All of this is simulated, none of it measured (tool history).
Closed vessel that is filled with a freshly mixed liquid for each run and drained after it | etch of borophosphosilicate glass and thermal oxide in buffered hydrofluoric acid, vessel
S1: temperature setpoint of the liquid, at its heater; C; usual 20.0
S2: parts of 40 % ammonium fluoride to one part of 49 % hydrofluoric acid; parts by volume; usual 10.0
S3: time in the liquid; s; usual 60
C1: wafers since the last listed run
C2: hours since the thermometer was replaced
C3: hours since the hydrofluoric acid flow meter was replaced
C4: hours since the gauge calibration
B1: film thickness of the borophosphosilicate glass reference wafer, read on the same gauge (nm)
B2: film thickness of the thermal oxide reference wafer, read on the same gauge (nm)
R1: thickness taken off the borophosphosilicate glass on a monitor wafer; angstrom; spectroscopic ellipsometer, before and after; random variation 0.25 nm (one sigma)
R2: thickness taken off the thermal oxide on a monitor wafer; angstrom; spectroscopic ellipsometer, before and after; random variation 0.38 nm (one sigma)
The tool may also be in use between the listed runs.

Run 1, hour 0.0: usual settings; C1 0; C2 1034.5; C3 2476.5; C4 106.6; B1 40.00; B2 39.99. Result: R1 492.7 angstrom, R2 460.6 angstrom.
Run 2, hour 12.7: usual settings; C1 1415; C2 1047.2; C3 2489.2; C4 119.3; B1 39.99; B2 39.97. Result: R1 489.7 angstrom, R2 456.9 angstrom.
Run 3, hour 20.3: usual settings; C1 847; C2 1054.8; C3 2496.8; C4 126.9; B1 40.01; B2 39.99. Result: R1 491.2 angstrom, R2 455.8 angstrom.
Run 4, hour 34.4: usual settings but S1 22.5 C; C1 1571; C2 1068.9; C3 2510.9; C4 141.0; B1 40.01; B2 40.02. Result: R1 562.2 angstrom, R2 519.7 angstrom.
Run 5, hour 52.0: usual settings but S1 22.5 C; C1 1961; C2 1086.5; C3 2528.5; C4 158.6; B1 39.98; B2 39.95. Result: R1 563.3 angstrom, R2 529.4 angstrom.
At hour 59.7: gauge calibrated.
Run 6, hour 61.1: usual settings; C1 1014; C2 1095.6; C3 2537.6; C4 1.4; B1 40.00; B2 40.01. Result: R1 490.7 angstrom, R2 453.3 angstrom.
Run 7, hour 69.1: usual settings; C1 891; C2 1103.6; C3 2545.6; C4 9.4; B1 39.98; B2 40.01. Result: R1 490.6 angstrom, R2 459.6 angstrom.
At hour 71.5: hydrofluoric acid flow meter replaced.
Run 8, hour 79.6: usual settings; C1 1058; C2 1114.1; C3 8.1; C4 19.9; B1 40.00; B2 40.01. Result: R1 488.0 angstrom, R2 451.5 angstrom.
Run 9, hour 91.1: usual settings but S2 12.5 parts by volume, S3 80 s; C1 1281; C2 1125.6; C3 19.6; C4 31.4; B1 39.99; B2 40.05. Result: R1 521.1 angstrom, R2 487.7 angstrom.
Run 10, hour 101.4: usual settings but S2 12.5 parts by volume, S3 80 s; C1 1148; C2 1135.9; C3 29.9; C4 41.7; B1 40.03; B2 39.98. Result: R1 524.3 angstrom, R2 487.6 angstrom.
Run 11, hour 113.4: usual settings but S1 21.5 C, S2 7.0 parts by volume, S3 85 s; C1 1337; C2 1147.9; C3 41.9; C4 53.7; B1 40.02; B2 39.98. Result: R1 1058.5 angstrom, R2 962.2 angstrom.
At hour 127.6: thermometer replaced.
Run 12, hour 131.3: usual settings but S3 35 s; C1 1883; C2 3.7; C3 59.8; C4 71.6; B1 40.01; B2 40.00. Result: R1 334.5 angstrom, R2 310.2 angstrom.
Run 13, hour 140.2: usual settings but S1 22.5 C, S2 8.0 parts by volume; C1 992; C2 12.6; C3 68.7; C4 80.5; B1 40.03; B2 40.01. Result: R1 790.3 angstrom, R2 744.6 angstrom.
Run 14, hour 173.5: usual settings but S1 21.5 C, S2 11.5 parts by volume, S3 30 s; C1 3711; C2 45.9; C3 102.0; C4 113.8; B1 39.97; B2 40.02. Result: R1 266.6 angstrom, R2 252.9 angstrom.
Run 15, hour 182.7: usual settings; C1 1025; C2 55.1; C3 111.2; C4 123.0; B1 40.01; B2 39.98. Result: R1 565.2 angstrom, R2 526.4 angstrom.

4 ways to go on from here, each from the tool as it stands after run 15. What would each give?
Run A, hour 183.4: usual settings but S1 17.0 C; C1 78; C2 55.8; C3 111.9; C4 123.7; B1 ?; B2 ?. Result: R1 ?, R2 ?.
Run B, hour 183.4: usual settings but S1 18.0 C, S2 13.5 parts by volume, S3 40 s; C1 78; C2 55.8; C3 111.9; C4 123.7; B1 ?; B2 ?. Result: R1 ?, R2 ?.
Run C, hour 183.4: usual settings but S1 24.5 C, S2 7.0 parts by volume, S3 70 s; C1 78; C2 55.8; C3 111.9; C4 123.7; B1 ?; B2 ?. Result: R1 ?, R2 ?.
Run D, hour 183.4: usual settings but S1 24.0 C; C1 78; C2 55.8; C3 111.9; C4 123.7; B1 ?; B2 ?. Result: R1 ?, R2 ?.

run     B1     B2      R1      R2
  A  39.99  39.99   482.9   443.8
  B  39.99  39.99   253.4   233.6
  C  39.99  39.99  1199.1  1103.4
  D  39.99  39.99   710.5   656.3
Without the tool's hidden state the same runs would have given:
run      R1      R2
  A   489.0   449.4
  B   256.5   236.5
  C  1213.3  1116.7
  D   719.0   664.2
